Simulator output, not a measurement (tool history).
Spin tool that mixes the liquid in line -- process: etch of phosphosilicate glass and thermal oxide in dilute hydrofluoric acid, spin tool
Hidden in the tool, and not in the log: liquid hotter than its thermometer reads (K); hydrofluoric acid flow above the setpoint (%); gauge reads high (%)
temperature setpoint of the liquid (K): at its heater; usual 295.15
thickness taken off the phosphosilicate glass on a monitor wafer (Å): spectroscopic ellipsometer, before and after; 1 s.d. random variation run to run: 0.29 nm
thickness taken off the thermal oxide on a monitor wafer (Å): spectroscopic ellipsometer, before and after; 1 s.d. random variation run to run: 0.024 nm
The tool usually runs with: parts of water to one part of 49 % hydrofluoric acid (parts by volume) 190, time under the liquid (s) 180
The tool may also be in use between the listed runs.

run	hour	temperature setpoint of the liquid (K)	parts of water to one part of 49 % hydrofluoric acid (parts by volume)	time under the liquid (s)	wafers since the last listed run	hours since the thermometer was replaced	hours since the hydrofluoric acid flow meter was replaced	hours since the gauge calibration	read-back film thickness of the phosphosilicate glass reference wafer, read on the same gauge (nm)	read-back film thickness of the thermal oxide reference wafer, read on the same gauge (nm)	thickness taken off the phosphosilicate glass on a monitor wafer (Å)	thickness taken off the thermal oxide on a monitor wafer (Å)
1	0.0	295.15	190	180	0	2546.8	365.8	132.5	110.00	139.983	505.0	35.34
2	12.1	295.15	190	180	93	2558.9	377.9	144.6	109.99	139.961	507.1	35.39
3	24.0	295.15	190	180	92	2570.8	389.8	156.5	109.98	139.978	505.7	35.83
4	37.7	295.15	190	215	105	2584.5	403.5	170.2	110.03	139.960	600.4	43.09
5	45.2	295.15	190	215	58	2592.0	411.0	177.7	110.00	140.057	601.4	42.99
6	60.1	295.15	190	180	115	2606.9	425.9	192.6	110.03	139.989	503.7	36.06
7	72.8	291.65	190	245	98	2619.6	438.6	205.3	109.98	139.994	601.4	42.99
8	90.5	297.15	240	220	136	2637.3	456.3	223.0	110.01	139.972	504.4	35.44
9	104.1	293.15	100	95	105	2650.9	469.9	236.6	109.99	139.981	519.0	36.73
10	111.4	290.65	145	180	56	2658.2	477.2	243.9	109.99	139.990	584.8	41.78
# hour 122.2: hydrofluoric acid flow meter replaced
11	122.7	297.15	250	255	79	2669.5	0.5	255.2	110.00	139.951	520.4	37.18
12	136.7	295.15	260	260	108	2683.5	14.5	269.2	109.99	140.047	474.2	33.41
13	146.0	295.15	190	130	71	2692.8	23.8	278.5	110.01	140.006	346.7	24.23
14	158.1	295.15	190	180	93	2704.9	35.9	290.6	110.02	139.994	477.3	33.70
# hour 165.2: thermometer replaced
15	171.4	291.65	190	180	95	6.2	49.2	303.9	110.01	140.002	416.2	29.67
16	178.4	298.15	280	180	54	13.2	56.2	310.9	109.98	140.003	333.5	23.68
# hour 185.2: gauge calibrated
17	193.1	295.15	190	215	113	27.9	70.9	7.9	110.01	140.023	575.9	40.68
18	202.4	293.65	135	145	71	37.2	80.2	17.2	109.99	140.023	555.0	38.82
19	216.9	295.15	190	180	112	51.7	94.7	31.7	110.00	140.001	482.8	34.01
20	227.3	295.15	190	180	80	62.1	105.1	42.1	110.01	140.022	487.3	34.01
21	244.1	298.65	145	225	129	78.9	121.9	58.9	109.98	140.001	964.1	67.66
22	254.9	299.65	225	275	83	89.7	132.7	69.7	109.99	140.020	717.6	50.43
23	289.7	298.65	240	180	269	124.5	167.5	104.5	110.01	140.016	425.4	29.77
24	305.6	295.15	190	180	123	140.4	183.4	120.4	110.02	140.010	490.3	34.36
25	313.5	295.15	190	180	61	148.3	191.3	128.3	109.99	140.008	490.8	34.52
26	322.6	295.15	230	275	70	157.4	200.4	137.4	109.97	139.942	599.2	42.20
27	337.2	295.15	220	270	112	172.0	215.0	152.0	109.99	139.994	622.4	43.86

Alternative continuations, all from the tool just after run 27; predict every row:
A	337.7	295.15	190	180	3	172.5	215.5	152.5	?	?	?	?
B	337.7	290.65	265	215	3	172.5	215.5	152.5	?	?	?	?
C	337.7	295.15	190	110	3	172.5	215.5	152.5	?	?	?	?

run	read-back film thickness of the phosphosilicate glass reference wafer, read on the same gauge (nm)	read-back film thickness of the thermal oxide reference wafer, read on the same gauge (nm)	thickness taken off the phosphosilicate glass on a monitor wafer (Å)	thickness taken off the thermal oxide on a monitor wafer (Å)
A	109.96	140.029	495.7	34.81
B	109.96	140.029	333.3	23.41
C	109.96	140.029	302.9	21.27
With no hidden state in the tool, these same runs would have given:
run	thickness taken off the phosphosilicate glass on a monitor wafer (Å)	thickness taken off the thermal oxide on a monitor wafer (Å)
A	476.6	33.47
B	320.1	22.48
C	291.2	20.45
